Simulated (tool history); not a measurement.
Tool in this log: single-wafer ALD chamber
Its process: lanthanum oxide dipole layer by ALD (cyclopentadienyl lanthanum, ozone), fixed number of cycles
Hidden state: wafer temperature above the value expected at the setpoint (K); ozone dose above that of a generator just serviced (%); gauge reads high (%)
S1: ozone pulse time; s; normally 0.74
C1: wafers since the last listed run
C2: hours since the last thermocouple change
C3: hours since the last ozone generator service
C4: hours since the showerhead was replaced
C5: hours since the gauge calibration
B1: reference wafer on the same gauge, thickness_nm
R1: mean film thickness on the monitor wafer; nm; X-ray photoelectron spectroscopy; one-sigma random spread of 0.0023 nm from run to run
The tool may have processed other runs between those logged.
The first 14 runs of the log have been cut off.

run    hour    S1    C1      C2      C3      C4      C5     B1     R1
 15   783.2  0.74   555   984.4   195.4  2679.7   506.4  0.368  0.407
 16   818.2  0.85   546  1019.4   230.4  2714.7   541.4  0.368  0.425
 17   853.5  0.96   550  1054.7   265.7  2750.0   576.7  0.368  0.446
 18   907.8  0.91   847  1109.0   320.0  2804.3   631.0  0.368  0.443
 19   948.8  0.45   639  1150.0   361.0  2845.3   672.0  0.368  0.307
 20  1009.4  0.74   945  1210.6   421.6  2905.9   732.6  0.368  0.402
 21  1169.7  0.74  2500  1370.9   581.9  3066.2   892.9  0.369  0.400
 22  1234.0  0.74  1003  1435.2   646.2  3130.5   957.2  0.367  0.396
     1245.6  -- thermocouple changed; heater temperature recalibrated
     1391.6  -- showerhead replaced
 23  1439.6  1.03  2958   194.0   851.8    48.0  1162.8  0.368  0.450
 24  1499.5  0.74   934   253.9   911.7   107.9  1222.7  0.368  0.400
 25  1544.4  0.74   700   298.8   956.6   152.8  1267.6  0.368  0.393
 26  1612.9  0.83  1068   367.3  1025.1   221.3  1336.1  0.369  0.412
 27  1664.7  0.74   808   419.1  1076.9   273.1  1387.9  0.368  0.387
 28  1735.4  0.48  1103   489.8  1147.6   343.8  1458.6  0.368  0.303
 29  1760.2  0.80   386   514.6  1172.4   368.6  1483.4  0.368  0.404
     1784.8  -- ozone generator serviced
 30  1785.3  0.92   266   539.7     0.5   393.7  1508.5  0.369  0.444
 31  1838.1  0.90   823   592.5    53.3   446.5  1561.3  0.367  0.440
 32  1871.4  0.53   519   625.8    86.6   479.8  1594.6  0.368  0.344
 33  1902.5  0.47   485   656.9   117.7   510.9  1625.7  0.368  0.318

Consider 5 possible next runs. They are alternatives, not a sequence: every one starts from the tool as it was left by run 33. What does each give?
  A  1902.9  0.61   6  657.3  118.1  511.3  1626.1   ?   ?
  B  1902.9  0.82   6  657.3  118.1  511.3  1626.1   ?   ?
  C  1902.9  0.64   6  657.3  118.1  511.3  1626.1   ?   ?
  D  1902.9  0.66   6  657.3  118.1  511.3  1626.1   ?   ?
  E  1902.9  0.44   6  657.3  118.1  511.3  1626.1   ?   ?

run     B1     R1
  A  0.368  0.367
  B  0.368  0.420
  C  0.368  0.376
  D  0.368  0.382
  E  0.368  0.305
Take away the tool's hidden state, keep each run's random variation, and the runs would have read:
run     R1
  A  0.368
  B  0.421
  C  0.377
  D  0.383
  E  0.306

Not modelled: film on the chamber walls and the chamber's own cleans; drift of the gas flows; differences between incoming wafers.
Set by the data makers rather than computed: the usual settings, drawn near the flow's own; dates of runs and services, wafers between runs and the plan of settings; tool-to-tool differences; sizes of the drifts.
